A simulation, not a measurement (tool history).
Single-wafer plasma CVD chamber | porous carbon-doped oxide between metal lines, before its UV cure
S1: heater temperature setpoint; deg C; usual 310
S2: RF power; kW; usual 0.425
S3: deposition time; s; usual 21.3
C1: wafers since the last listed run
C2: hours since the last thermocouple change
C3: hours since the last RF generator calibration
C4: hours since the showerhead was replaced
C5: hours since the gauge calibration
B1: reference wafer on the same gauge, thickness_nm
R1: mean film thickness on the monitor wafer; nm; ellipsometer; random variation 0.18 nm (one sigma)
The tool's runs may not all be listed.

run,hour,S1,S2,S3,C1,C2,C3,C4,C5,B1,R1
1,0,314,0.45,21.3,0,1365.2,1708.2,3786,246.4,90.982,88.512
2,8.1,314,0.45,21.3,301,1373.3,1716.3,3794.1,254.5,91.034,88.724
3,22.5,310,0.425,21.3,535,1387.7,1730.7,3808.5,268.9,90.964,87.288
4,35.8,310,0.425,21.3,494,1401,1744,3821.8,282.2,91.031,87.222
5,43.8,310,0.425,21.3,297,1409,1752,3829.8,290.2,90.944,87.43
6,55,310,0.425,21.3,416,1420.2,1763.2,3841,301.4,91.015,87.262
7,69.5,310,0.425,21.3,539,1434.7,1777.7,3855.5,315.9,91.024,87.502
8,85.4,310,0.425,19,591,1450.6,1793.6,3871.4,331.8,91.004,78.251
9,96.3,310,0.425,19,405,1461.5,1804.5,3882.3,342.7,91.054,77.897
# hour 109.4: RF generator calibrated
10,109.9,310,0.425,21.3,208,1475.1,0.5,3895.9,356.3,90.979,92.037
11,116.7,310,0.425,21.3,252,1481.9,7.3,3902.7,363.1,90.996,91.965
12,133.7,310,0.425,21.3,632,1498.9,24.3,3919.7,380.1,91.08,92.23
13,151.4,310,0.425,22.9,658,1516.6,42,3937.4,397.8,90.995,98.677
14,169.3,310,0.425,22.9,665,1534.5,59.9,3955.3,415.7,91.032,98.622
# hour 178.7: showerhead replaced
15,204.3,310,0.425,22.9,1003,1569.5,94.9,25.6,450.7,90.916,98.639
16,214.1,310,0.425,21.3,364,1579.3,104.7,35.4,460.5,91.028,91.95
17,229,310,0.385,18.4,554,1594.2,119.6,50.3,475.4,90.949,74.829
18,245.2,310,0.36,21.3,602,1610.4,135.8,66.5,491.6,91.009,82.518
19,263,321,0.36,17.8,661,1628.2,153.6,84.3,509.4,91.032,65.267
20,280.5,298,0.425,21.3,650,1645.7,171.1,101.8,526.9,90.971,98.589
21,293.9,321,0.45,19.8,498,1659.1,184.5,115.2,540.3,90.956,83.225
# hour 300.7: gauge calibrated
22,303.7,310,0.35,20,364,1668.9,194.3,125,3,91.052,76.224
23,313.6,310,0.51,18.4,368,1678.8,204.2,134.9,12.9,90.971,88.71
# hour 321.7: thermocouple changed; heater temperature recalibrated
24,322.2,300,0.365,23.2,22,0.5,212.8,143.5,21.5,91.002,99.717
25,335.6,310,0.345,21.3,498,13.9,226.2,156.9,34.9,90.985,83.227
26,345.9,310,0.425,21.3,382,24.2,236.5,167.2,45.2,90.94,94.646
27,362.7,300,0.385,19.9,624,41,253.3,184,62,91.01,88.556
28,370.5,310,0.425,21.3,290,48.8,261.1,191.8,69.8,91.055,94.427
29,386,301,0.355,21.3,576,64.3,276.6,207.3,85.3,91.026,88.909
30,398.9,310,0.375,22.9,479,77.2,289.5,220.2,98.2,91.015,93.426
31,412.3,323,0.345,22.8,498,90.6,302.9,233.6,111.6,90.916,81.821
32,424.6,310,0.425,21.3,457,102.9,315.2,245.9,123.9,91.006,94.365
33,435.7,310,0.425,21.3,412,114,326.3,257,135,91.012,93.924
34,447.8,310,0.425,21.3,449,126.1,338.4,269.1,147.1,91.03,93.959

Measured less the same run without the tool's hidden state. The same run-to-run variation is in both; the gauge's scatter may not be:
The hidden state here: wafer temperature above the value expected at the setpoint (K); delivered RF power above the setpoint (%); gauge reads high (%).
run,R1
1,-7.739
2,-7.784
3,-7.756
4,-7.794
5,-7.837
6,-7.857
7,-7.925
8,-7.132
9,-7.13
10,-3.011
11,-3.028
12,-3.087
13,-3.359
14,-3.412
15,-3.522
16,-3.311
17,-2.73
18,-3.062
19,-2.315
20,-4.065
21,-3.018
22,-2.971
23,-3.406
24,-0.228
25,-0.305
26,-0.412
27,-0.507
28,-0.607
29,-0.711
30,-0.84
31,-0.81
32,-1.014
33,-1.089
34,-1.177
